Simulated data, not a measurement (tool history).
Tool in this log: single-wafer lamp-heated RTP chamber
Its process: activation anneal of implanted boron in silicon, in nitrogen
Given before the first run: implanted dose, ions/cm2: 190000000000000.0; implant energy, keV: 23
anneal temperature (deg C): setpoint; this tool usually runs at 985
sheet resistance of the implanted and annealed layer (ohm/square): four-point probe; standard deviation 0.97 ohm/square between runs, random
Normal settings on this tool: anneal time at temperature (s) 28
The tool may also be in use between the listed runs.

run,hour,anneal temperature (deg C),anneal time at temperature (s),wafers since the last listed run,wafers since the last pyrometer calibration,wafers since the reflector plate was cleaned,hours since the gauge calibration,"read-back reference wafer on the same gauge, sheet resistance",sheet resistance of the implanted and annealed layer (ohm/square)
1,0,985,28,0,4692,5693,970.8,415.98,465.77
2,88.4,985,21,1923,6616,7616,1059.2,415.84,466.11
3,167.1,985,21,1712,8329,9329,1137.9,415.89,464.05
# hour 217.4: pyrometer window cleaned and pyrometer calibrated
# hour 232.1: reflector plate cleaned
4,271.5,979,39,1923,1002,857,1242.3,415.62,470.57
5,334.7,985,28,1375,2377,2232,1305.5,416,468.02
6,421.2,985,28,1882,4260,4115,1392,415.87,467.88
7,492,985,28,1540,5801,5655,1462.8,415.84,465.81
8,581,1001,28,1936,7738,7592,1551.8,416.06,461.79
9,665.5,1001,28,1839,9577,9431,1636.3,415.89,460.51
# hour 677.8: pyrometer window cleaned and pyrometer calibrated
# hour 683.9: reflector plate cleaned
10,724.5,973,20,976,882,882,1695.3,416.34,479.16
11,784.8,973,20,1312,2194,2194,1755.6,416.01,480.53
12,834.8,973,20,1088,3283,3283,1805.6,415.85,478.99
13,911.6,985,28,1671,4954,4954,1882.4,416.23,466.7
14,994,985,28,1793,6747,6747,1964.8,416.24,466.55
15,1045.4,976,34,1118,7866,7866,2016.2,416.24,468.51
# hour 1092.4: pyrometer window cleaned and pyrometer calibrated
16,1105,1012,14,1123,275,8989,2075.8,416.1,462.03
# hour 1134.4: reflector plate cleaned
17,1192.8,996,18,1736,2011,1270,2163.6,415.71,465.63
18,1244.7,1009,20,1129,3141,2400,2215.5,415.7,460.67
19,1298.8,985,28,1177,4318,3577,2269.6,415.62,466.73
# hour 1314.4: gauge calibrated
20,1402.1,985,28,2248,6567,5825,87.7,416.1,465.47
21,1499.8,985,28,2126,8693,7952,185.4,415.9,463.53
# hour 1558.6: pyrometer window cleaned and pyrometer calibrated
# hour 1574.1: reflector plate cleaned
22,1576.9,959,36,1329,223,61,262.5,416,490
23,1637.4,1005,28,1316,1540,1378,323,415.98,460.33
24,1675.2,985,28,822,2362,2201,360.8,416.01,466.6
25,1715.5,985,28,877,3239,3078,401.1,415.93,465.98
26,1792.8,964,28,1682,4922,4760,478.4,415.54,485.18
27,1878.1,970,14,1856,6778,6616,563.7,416.15,480.37
28,1974.2,985,43,2091,8870,8708,659.8,416.07,461.48
# hour 1984.4: pyrometer window cleaned and pyrometer calibrated
29,2036.6,958,23,1183,1135,9892,722.2,415.89,484.09

What the log doesn't show, run by run:
true wafer temperature minus pyrometer reading, K: 0 across all the runs
gauge reads high (%): 0 across all the runs
H1: wafer temperature error from the tarnished reflector plate, K
run,H1
1,3.09
2,5.35
3,7.89
4,0.16
5,0.526
6,1.55
7,2.85
8,5.06
9,7.75
10,0.508
11,0.855
12,1.37
13,2.55
14,4.36
15,5.76
16,7.66
17,2.31
18,2.66
19,3.27
20,5.09
21,7.61
22,0.603
23,0.766
24,1.02
25,1.42
26,2.55
27,4.37
28,7.13
29,9.32
